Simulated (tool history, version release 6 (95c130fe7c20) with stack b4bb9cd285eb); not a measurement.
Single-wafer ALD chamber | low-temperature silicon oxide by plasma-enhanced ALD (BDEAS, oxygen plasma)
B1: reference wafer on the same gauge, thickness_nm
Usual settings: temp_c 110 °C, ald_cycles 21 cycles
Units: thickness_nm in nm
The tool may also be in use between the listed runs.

run 1 hour=0 | temp_c=107 ald_cycles=21 | B1=3 | thickness_nm=2.918
run 2 hour=45.1 | temp_c=110 ald_cycles=21 | B1=2.999 | thickness_nm=2.899
run 3 hour=106.9 | temp_c=110 ald_cycles=21 | B1=3.001 | thickness_nm=2.89
run 4 hour=224.6 | temp_c=100 ald_cycles=19 | B1=3 | thickness_nm=2.669
run 5 hour=263.3 | temp_c=100 ald_cycles=19 | B1=3.002 | thickness_nm=2.668
run 6 hour=290.3 | temp_c=100 ald_cycles=19 | B1=2.999 | thickness_nm=2.684
run 7 hour=356.7 | temp_c=99 ald_cycles=21 | B1=3.003 | thickness_nm=2.986
run 8 hour=399.5 | temp_c=99 ald_cycles=21 | B1=3.001 | thickness_nm=2.96
run 9 hour=467.4 | temp_c=110 ald_cycles=19 | B1=3.003 | thickness_nm=2.615
run 10 hour=506.1 | temp_c=118 ald_cycles=24 | B1=3 | thickness_nm=3.249
run 11 hour=565.5 | temp_c=110 ald_cycles=20 | B1=3 | thickness_nm=2.755
run 12 hour=607.5 | temp_c=110 ald_cycles=21 | B1=2.999 | thickness_nm=2.892
run 13 hour=642.9 | temp_c=110 ald_cycles=21 | B1=2.999 | thickness_nm=2.886
run 14 hour=704.4 | temp_c=100 ald_cycles=24 | B1=2.999 | thickness_nm=3.375
run 15 hour=734 | temp_c=110 ald_cycles=25 | B1=3.002 | thickness_nm=3.446
run 16 hour=778.5 | temp_c=103 ald_cycles=17 | B1=3.002 | thickness_nm=2.378
run 17 hour=823.7 | temp_c=99 ald_cycles=24 | B1=2.999 | thickness_nm=3.391
run 18 hour=853.4 | temp_c=110 ald_cycles=21 | B1=3 | thickness_nm=2.876
run 19 hour=895.2 | temp_c=115 ald_cycles=24 | B1=3 | thickness_nm=3.267

Taken out of this log: 2 entries between the listed runs. Where each belongs, and how the hidden state differs across it:
Between runs 7 and 8: gauge calibrated (hour 375.2)
  no hidden state differs between the two runs
Between runs 13 and 14: thermocouple changed; heater temperature recalibrated (hour 665.7)
  no hidden state differs between the two runs
